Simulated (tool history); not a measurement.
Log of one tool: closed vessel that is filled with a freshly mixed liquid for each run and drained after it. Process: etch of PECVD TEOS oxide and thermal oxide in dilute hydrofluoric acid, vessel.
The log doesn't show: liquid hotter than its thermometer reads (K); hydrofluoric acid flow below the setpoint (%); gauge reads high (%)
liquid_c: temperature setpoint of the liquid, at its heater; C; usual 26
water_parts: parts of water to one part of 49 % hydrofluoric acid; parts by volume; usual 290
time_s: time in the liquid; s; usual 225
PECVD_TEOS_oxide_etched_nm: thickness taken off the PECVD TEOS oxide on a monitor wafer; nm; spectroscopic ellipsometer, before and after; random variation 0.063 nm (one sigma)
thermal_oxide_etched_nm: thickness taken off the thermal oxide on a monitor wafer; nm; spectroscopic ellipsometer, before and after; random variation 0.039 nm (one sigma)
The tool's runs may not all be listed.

| run | hour | liquid_c | water_parts | time_s | wafers since the last listed run | hours since the thermometer was replaced | hours since the hydrofluoric acid flow meter was replaced | hours since the gauge calibration | read-back film thickness of the PECVD TEOS oxide reference wafer, read on the same gauge (nm) | read-back film thickness of the thermal oxide reference wafer, read on the same gauge (nm) | PECVD_TEOS_oxide_etched_nm | thermal_oxide_etched_nm |
|---|---|---|---|---|---|---|---|---|---|---|---|---|
| 1 | 0 | 26 | 240 | 225 | 0 | 132.7 | 1703.5 | 689.4 | 80.01 | 50.033 | 19.18 | 4.185 |
| 2 | 35.6 | 26 | 290 | 225 | 2535 | 168.3 | 1739.1 | 725 | 79.97 | 50.001 | 15.05 | 3.282 |
|  | 39.4 | gauge calibrated |
| 3 | 52.8 | 26 | 290 | 225 | 1224 | 185.5 | 1756.3 | 13.4 | 79.95 | 49.982 | 15.08 | 3.23 |
|  | 56.2 | hydrofluoric acid flow meter replaced |
| 4 | 65.5 | 24.5 | 165 | 225 | 833 | 198.2 | 9.3 | 26.1 | 79.99 | 50.005 | 28.82 | 6.151 |
| 5 | 96.8 | 23 | 205 | 290 | 2228 | 229.5 | 40.6 | 57.4 | 80.03 | 49.993 | 26.9 | 5.788 |
| 6 | 117.8 | 26 | 290 | 135 | 1495 | 250.5 | 61.6 | 78.4 | 79.98 | 50.015 | 9.06 | 1.911 |
| 7 | 134.9 | 26 | 290 | 135 | 1217 | 267.6 | 78.7 | 95.5 | 80 | 50.021 | 9.08 | 1.947 |
| 8 | 167 | 26 | 290 | 225 | 2285 | 299.7 | 110.8 | 127.6 | 79.98 | 49.97 | 15.18 | 3.237 |
| 9 | 197.8 | 26 | 150 | 225 | 2193 | 330.5 | 141.6 | 158.4 | 80 | 49.981 | 33.98 | 7.38 |
| 10 | 222 | 26 | 290 | 225 | 1723 | 354.7 | 165.8 | 182.6 | 79.99 | 50.002 | 15.14 | 3.246 |
| 11 | 245.3 | 26 | 340 | 225 | 1659 | 378 | 189.1 | 205.9 | 79.97 | 49.975 | 12.18 | 2.729 |
| 12 | 263.7 | 26 | 175 | 225 | 1310 | 396.4 | 207.5 | 224.3 | 80.01 | 49.967 | 28.32 | 6.125 |
| 13 | 289.1 | 27.5 | 235 | 185 | 1808 | 421.8 | 232.9 | 249.7 | 79.97 | 50.001 | 17.05 | 3.743 |
| 14 | 309.2 | 24 | 155 | 355 | 1431 | 441.9 | 253 | 269.8 | 80.01 | 50.006 | 48.01 | 10.107 |
| 15 | 327.3 | 26 | 290 | 225 | 1288 | 460 | 271.1 | 287.9 | 79.99 | 49.948 | 15.03 | 3.302 |
| 16 | 354.3 | 26 | 290 | 225 | 1922 | 487 | 298.1 | 314.9 | 80 | 50.012 | 15.05 | 3.362 |
| 17 | 376.6 | 26 | 290 | 225 | 1588 | 509.3 | 320.4 | 337.2 | 79.99 | 49.995 | 15.06 | 3.33 |
| 18 | 397.8 | 26 | 425 | 350 | 1509 | 530.5 | 341.6 | 358.4 | 80.01 | 49.997 | 14.08 | 3.008 |
| 19 | 411.1 | 26 | 290 | 225 | 947 | 543.8 | 354.9 | 371.7 | 79.99 | 49.962 | 15.09 | 3.32 |
| 20 | 432.1 | 26 | 170 | 145 | 1495 | 564.8 | 375.9 | 392.7 | 80.01 | 49.997 | 18.85 | 4.09 |
| 21 | 464.5 | 26 | 290 | 225 | 2307 | 597.2 | 408.3 | 425.1 | 80 | 50.003 | 15.12 | 3.315 |
| 22 | 494.2 | 28 | 195 | 225 | 2115 | 626.9 | 438 | 454.8 | 79.98 | 50.002 | 26.8 | 5.79 |
| 23 | 512 | 22 | 290 | 225 | 1267 | 644.7 | 455.8 | 472.6 | 80.02 | 49.985 | 13.15 | 2.842 |
| 24 | 538.9 | 26 | 390 | 225 | 1915 | 671.6 | 482.7 | 499.5 | 79.98 | 49.971 | 10.15 | 2.217 |
| 25 | 571.3 | 23 | 290 | 125 | 2307 | 704 | 515.1 | 531.9 | 80.03 | 50.045 | 7.56 | 1.625 |

5 ways to go on from here, each from the tool as it stands after run 25. What would each give?
| A | 572 | 21.5 | 290 | 225 | 49 | 704.7 | 515.8 | 532.6 | ? | ? | ? | ? |
| B | 572 | 29 | 165 | 225 | 49 | 704.7 | 515.8 | 532.6 | ? | ? | ? | ? |
| C | 572 | 29.5 | 405 | 175 | 49 | 704.7 | 515.8 | 532.6 | ? | ? | ? | ? |
| D | 572 | 22 | 425 | 225 | 49 | 704.7 | 515.8 | 532.6 | ? | ? | ? | ? |
| E | 572 | 24 | 415 | 190 | 49 | 704.7 | 515.8 | 532.6 | ? | ? | ? | ? |

| run | read-back film thickness of the PECVD TEOS oxide reference wafer, read on the same gauge (nm) | read-back film thickness of the thermal oxide reference wafer, read on the same gauge (nm) | PECVD_TEOS_oxide_etched_nm | thermal_oxide_etched_nm |
|---|---|---|---|---|
| A | 79.98 | 50.041 | 13 | 2.793 |
| B | 79.98 | 50.041 | 34.21 | 7.351 |
| C | 79.98 | 50.041 | 8.45 | 1.816 |
| D | 79.98 | 50.041 | 8.01 | 1.721 |
| E | 79.98 | 50.041 | 7.46 | 1.603 |
Without the tool's hidden state the same runs would have given:
| run | PECVD_TEOS_oxide_etched_nm | thermal_oxide_etched_nm |
|---|---|---|
| A | 13 | 2.793 |
| B | 34.21 | 7.351 |
| C | 8.45 | 1.816 |
| D | 8.01 | 1.721 |
| E | 7.46 | 1.603 |
